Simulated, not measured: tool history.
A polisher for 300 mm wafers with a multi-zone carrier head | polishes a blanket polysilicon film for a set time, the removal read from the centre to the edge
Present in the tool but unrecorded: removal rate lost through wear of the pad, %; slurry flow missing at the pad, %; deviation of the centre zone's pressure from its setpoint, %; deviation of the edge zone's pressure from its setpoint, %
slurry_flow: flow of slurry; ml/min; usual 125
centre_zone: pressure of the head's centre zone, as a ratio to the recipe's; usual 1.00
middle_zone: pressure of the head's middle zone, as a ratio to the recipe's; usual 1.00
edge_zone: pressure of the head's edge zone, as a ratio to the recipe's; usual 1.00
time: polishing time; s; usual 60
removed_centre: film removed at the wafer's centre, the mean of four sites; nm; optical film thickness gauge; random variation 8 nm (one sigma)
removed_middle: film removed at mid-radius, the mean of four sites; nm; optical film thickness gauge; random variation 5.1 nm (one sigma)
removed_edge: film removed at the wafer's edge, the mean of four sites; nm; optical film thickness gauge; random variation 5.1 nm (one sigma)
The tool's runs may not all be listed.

| run | day | slurry_flow | centre_zone | middle_zone | edge_zone | time | wafers since the last listed run | wafers polished on this pad | hours since the slurry nozzle was cleaned | hours since the centre zone pressure was calibrated | hours since the edge zone pressure was calibrated | hours since the carrier head's membrane was replaced | incoming thickness of the incoming film, nm | removed_centre | removed_middle | removed_edge |
|---|---|---|---|---|---|---|---|---|---|---|---|---|---|---|---|---|
| 1 | 0.000 | 85 | 1.00 | 1.00 | 1.05 | 60 | 0 | 7 | 292.9 | 120.0 | 117.1 | 411.3 | 1569.6 | 547.4 | 540.7 | 569.9 |
| 2 | 3.454 | 125 | 1.00 | 1.00 | 1.00 | 60 | 1281 | 1289 | 375.8 | 202.9 | 200.0 | 494.2 | 1579.2 | 583.3 | 579.7 | 576.6 |
| 3 | 7.538 | 105 | 1.00 | 1.00 | 0.92 | 60 | 1515 | 2804 | 473.8 | 300.9 | 298.0 | 592.2 | 1605.7 | 565.3 | 549.1 | 539.6 |
| 4 | 9.567 | 125 | 1.11 | 0.96 | 1.00 | 60 | 752 | 3557 | 522.5 | 349.6 | 346.7 | 640.9 | 1591.5 | 623.7 | 544.2 | 562.4 |
| 5 | 13.112 | 125 | 1.06 | 0.88 | 1.10 | 71 | 1315 | 4873 | 607.6 | 434.7 | 431.8 | 726.0 | 1594.0 | 700.5 | 589.6 | 692.7 |
| 6 | 16.283 | 125 | 1.05 | 1.07 | 1.00 | 40 | 1176 | 6050 | 683.7 | 510.8 | 507.9 | 802.1 | 1565.8 | 388.0 | 385.6 | 360.5 |
| 7 | 19.325 | 125 | 1.00 | 1.00 | 1.00 | 60 | 1128 | 7178 | 756.7 | 583.8 | 580.9 | 875.1 | 1588.9 | 539.1 | 549.5 | 541.6 |
|  | 22.021 | slurry nozzle cleaned |
| 8 | 22.504 | 125 | 1.00 | 1.00 | 0.89 | 60 | 1164 | 8343 | 11.6 | 660.1 | 657.2 | 951.4 | 1587.2 | 524.1 | 535.1 | 514.3 |
| 9 | 24.725 | 100 | 1.10 | 1.00 | 0.91 | 69 | 824 | 9167 | 64.9 | 713.4 | 710.5 | 1004.7 | 1618.1 | 632.3 | 576.8 | 571.6 |
|  | 26.329 | edge zone pressure recalibrated |
| 10 | 27.700 | 125 | 1.00 | 1.04 | 1.00 | 60 | 1073 | 10240 | 136.3 | 784.8 | 32.9 | 1076.1 | 1571.0 | 528.4 | 537.3 | 524.6 |
|  | 28.342 | centre zone pressure recalibrated |
| 11 | 31.012 | 165 | 1.00 | 1.00 | 1.00 | 68 | 1198 | 11438 | 215.8 | 64.1 | 112.4 | 1155.6 | 1576.7 | 618.0 | 614.4 | 601.2 |
|  | 33.462 | carrier head's membrane replaced by a new one |
|  | 33.833 | worn pad replaced by a new one |
| 12 | 34.221 | 125 | 0.96 | 1.12 | 1.08 | 73 | 1051 | 143 | 292.8 | 141.1 | 189.4 | 18.2 | 1622.9 | 693.7 | 783.3 | 732.5 |
| 13 | 36.254 | 125 | 1.00 | 1.00 | 1.00 | 69 | 754 | 897 | 341.6 | 189.9 | 238.2 | 67.0 | 1602.3 | 672.0 | 663.9 | 655.5 |
| 14 | 40.417 | 125 | 1.07 | 0.92 | 1.00 | 60 | 1544 | 2442 | 441.5 | 289.8 | 338.1 | 166.9 | 1613.4 | 621.6 | 524.6 | 572.0 |
| 15 | 44.358 | 155 | 1.00 | 1.00 | 1.00 | 78 | 1462 | 3904 | 536.1 | 384.4 | 432.7 | 261.5 | 1564.8 | 769.0 | 759.9 | 742.6 |
| 16 | 47.854 | 110 | 1.12 | 1.00 | 1.00 | 60 | 1297 | 5202 | 620.0 | 468.3 | 516.6 | 345.4 | 1598.0 | 593.7 | 541.2 | 542.0 |
| 17 | 52.046 | 125 | 0.93 | 1.04 | 1.00 | 66 | 1555 | 6757 | 720.6 | 568.9 | 617.2 | 446.0 | 1597.0 | 570.6 | 609.9 | 588.8 |
| 18 | 54.233 | 125 | 1.05 | 1.07 | 1.00 | 40 | 811 | 7569 | 773.1 | 621.4 | 669.7 | 498.5 | 1590.6 | 383.1 | 374.8 | 359.6 |
| 19 | 56.875 | 125 | 0.95 | 1.00 | 0.95 | 60 | 980 | 8549 | 836.5 | 684.8 | 733.1 | 561.9 | 1598.3 | 505.7 | 537.8 | 527.1 |
|  | 57.650 | slurry nozzle cleaned |
|  | 59.629 | edge zone pressure recalibrated |
|  | 60.512 | worn pad replaced by a new one |
|  | 60.633 | centre zone pressure recalibrated |
| 20 | 60.796 | 125 | 1.00 | 1.11 | 1.06 | 60 | 1315 | 74 | 75.5 | 3.9 | 28.0 | 656.0 | 1594.0 | 584.5 | 619.3 | 582.9 |
| 21 | 64.875 | 125 | 1.00 | 1.00 | 1.00 | 60 | 1513 | 1588 | 173.4 | 101.8 | 125.9 | 753.9 | 1574.3 | 584.6 | 563.5 | 562.7 |
| 22 | 67.096 | 150 | 0.90 | 1.12 | 1.00 | 75 | 824 | 2412 | 226.7 | 155.1 | 179.2 | 807.2 | 1557.7 | 672.0 | 783.7 | 717.2 |

Selected run-to-run steps in removed_centre, each split into two signed amounts: the part the tool would show with no hidden state at all (from settings, incoming material and random variation), and the remainder, which goes to the hidden state together with any gauge scatter not common to the measured and the hidden-state-free results:
Run 5 -> 6: centre_zone 1.06 -> 1.05, middle_zone 0.88 -> 1.07, edge_zone 1.10 -> 1.00, time 71 -> 40. removed_centre -312.5 nm: hidden state +11.7, all else -324.2.
Run 11 -> 12: slurry_flow 165 -> 125, centre_zone 1.00 -> 0.96, middle_zone 1.00 -> 1.12, edge_zone 1.00 -> 1.08, time 68 -> 73, carrier head's membrane replaced by a new one, worn pad replaced by a new one. removed_centre +75.7 nm: hidden state +81.4, all else -5.7.
Run 17 -> 18: centre_zone 0.93 -> 1.05, middle_zone 1.04 -> 1.07, time 66 -> 40. removed_centre -187.5 nm: hidden state +11.1, all else -198.6.
Run 19 -> 20: centre_zone 0.95 -> 1.00, middle_zone 1.00 -> 1.11, edge_zone 0.95 -> 1.06, slurry nozzle cleaned, edge zone pressure recalibrated, worn pad replaced by a new one, centre zone pressure recalibrated. removed_centre +78.8 nm: hidden state +38.8, all else +40.0.

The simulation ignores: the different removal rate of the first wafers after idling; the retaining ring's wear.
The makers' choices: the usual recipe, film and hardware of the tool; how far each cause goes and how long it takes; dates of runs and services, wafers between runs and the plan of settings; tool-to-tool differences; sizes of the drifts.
